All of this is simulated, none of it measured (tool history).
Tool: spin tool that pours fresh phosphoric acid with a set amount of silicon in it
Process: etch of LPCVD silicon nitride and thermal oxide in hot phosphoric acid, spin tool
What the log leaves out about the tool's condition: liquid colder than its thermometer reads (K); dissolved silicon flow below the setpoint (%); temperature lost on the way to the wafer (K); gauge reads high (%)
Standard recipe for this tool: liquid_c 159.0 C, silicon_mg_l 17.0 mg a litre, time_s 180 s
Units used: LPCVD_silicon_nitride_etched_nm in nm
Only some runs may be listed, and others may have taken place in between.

run	hour	liquid_c	silicon_mg_l	time_s	wafers since the last listed run	hours since the thermometer was replaced	hours since the dissolved silicon flow meter was replaced	hours since the heated supply line was repaired	hours since the gauge calibration	read-back film thickness of the LPCVD silicon nitride reference wafer, read on the same gauge (nm)	LPCVD_silicon_nitride_etched_nm
1	0.0	159.0	17.0	180	0	2263.4	78.9	4317.4	10.3	119.94	11.99
# hour 22.0: heated supply line repaired
2	28.5	159.0	17.0	180	251	2291.9	107.4	6.5	38.8	120.00	14.00
3	63.4	159.0	22.0	215	319	2326.8	142.3	41.4	73.7	119.99	16.71
4	98.9	157.5	17.0	180	324	2362.3	177.8	76.9	109.2	120.00	13.30
5	122.7	160.0	11.0	265	217	2386.1	201.6	100.7	133.0	120.01	21.31
6	149.0	160.5	25.0	255	240	2412.4	227.9	127.0	159.3	120.04	20.95
7	173.8	159.0	17.0	180	226	2437.2	252.7	151.8	184.1	119.99	13.76
8	206.3	159.0	17.0	140	297	2469.7	285.2	184.3	216.6	119.96	10.83
9	220.0	159.0	17.0	180	125	2483.4	298.9	198.0	230.3	120.06	13.98
10	246.3	161.0	17.0	180	240	2509.7	325.2	224.3	256.6	120.03	14.81
11	268.5	156.5	29.0	180	203	2531.9	347.4	246.5	278.8	120.00	12.76
12	291.5	159.0	17.0	180	210	2554.9	370.4	269.5	301.8	120.02	13.89
# hour 324.1: thermometer replaced
13	327.4	157.5	5.5	80	319	3.3	406.3	305.4	337.7	120.04	5.85
14	342.2	157.0	17.0	125	135	18.1	421.1	320.2	352.5	120.01	8.88
15	370.5	159.0	17.0	180	258	46.4	449.4	348.5	380.8	120.02	13.93
16	399.8	158.0	25.5	275	268	75.7	478.7	377.8	410.1	120.04	20.20
17	432.4	158.0	17.0	180	298	108.3	511.3	410.4	442.7	120.01	13.37
18	450.4	159.0	17.0	180	164	126.3	529.3	428.4	460.7	120.02	13.89
19	468.3	159.0	17.0	180	163	144.2	547.2	446.3	478.6	119.96	13.76
20	492.2	159.0	17.0	180	218	168.1	571.1	470.2	502.5	119.99	13.74
21	523.5	159.0	6.0	180	286	199.4	602.4	501.5	533.8	120.00	13.78
22	546.8	161.0	17.0	215	213	222.7	625.7	524.8	557.1	120.00	17.27

State the hidden condition of the tool at each of the runs:
liquid colder than its thermometer reads (K): 0 at every run
dissolved silicon flow below the setpoint (%): 0 at every run
gauge reads high (%): 0 at every run
H1: temperature lost on the way to the wafer (K)
run	H1
1	4.69
2	0.432
3	0.467
4	0.503
5	0.526
6	0.553
7	0.578
8	0.611
9	0.624
10	0.651
11	0.673
12	0.696
13	0.733
14	0.747
15	0.776
16	0.805
17	0.838
18	0.856
19	0.874
20	0.898
21	0.93
22	0.953
